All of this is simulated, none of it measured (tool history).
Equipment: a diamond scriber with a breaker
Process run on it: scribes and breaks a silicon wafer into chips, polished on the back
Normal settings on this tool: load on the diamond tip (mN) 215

| run | day | load on the diamond tip (mN) | incoming depth of the damage left on the back of the incoming wafer, um | depth of the median crack under the scribed line (nm) | chips rejected at inspection after the break (%) |
|---|---|---|---|---|---|
| 1 | 0 | 215 | 0.05 | 13620 | 2.23 |
| 2 | 2.008 | 215 | 0.03 | 13660 | 2.52 |
| 3 | 5.55 | 215 | 0.02 | 13500 | 2.69 |
|  | 8.929 | diamond tip replaced by a new one |
| 4 | 9.512 | 215 | 0.04 | 14380 | 1.95 |
| 5 | 13.279 | 215 | 0.01 | 14380 | 2.03 |
| 6 | 17.188 | 179 | 0.05 | 12850 | 4.28 |
| 7 | 20.654 | 179 | 0.02 | 12830 | 4.48 |
| 8 | 23.296 | 179 | 0.05 | 12790 | 5.26 |
|  | 29.558 | load on the tip recalibrated |
|  | 31.942 | diamond tip replaced by a new one |
| 9 | 32.804 | 215 | 0.03 | 14570 | 1.61 |
| 10 | 36.304 | 215 | 0.02 | 14580 | 2.02 |
| 11 | 40.642 | 161 | 0.01 | 12300 | 6.29 |
| 12 | 42.817 | 215 | 0.02 | 14040 | 1.93 |
| 13 | 46.521 | 252 | 0.05 | 15330 | 2.05 |
| 14 | 49.908 | 241 | 0.03 | 14660 | 1.87 |
| 15 | 52.238 | 273 | 0.02 | 15920 | 2.68 |
|  | 53.471 | diamond tip replaced by a new one |
| 16 | 56.379 | 158 | 0.02 | 12070 | 7.37 |
| 17 | 60.308 | 243 | 0.02 | 14940 | 2.06 |

The next listed run, before its measurement:
| 18 | 63.871 | 215 | 0.04 | ? | ? |

depth of the median crack under the scribed line (nm): 14170
chips rejected at inspection after the break (%): 1.98
If the tool had no hidden condition, the same run with the same run-to-run variation would have returned depth of the median crack under the scribed line (nm) 14780, chips rejected at inspection after the break (%) 1.74.
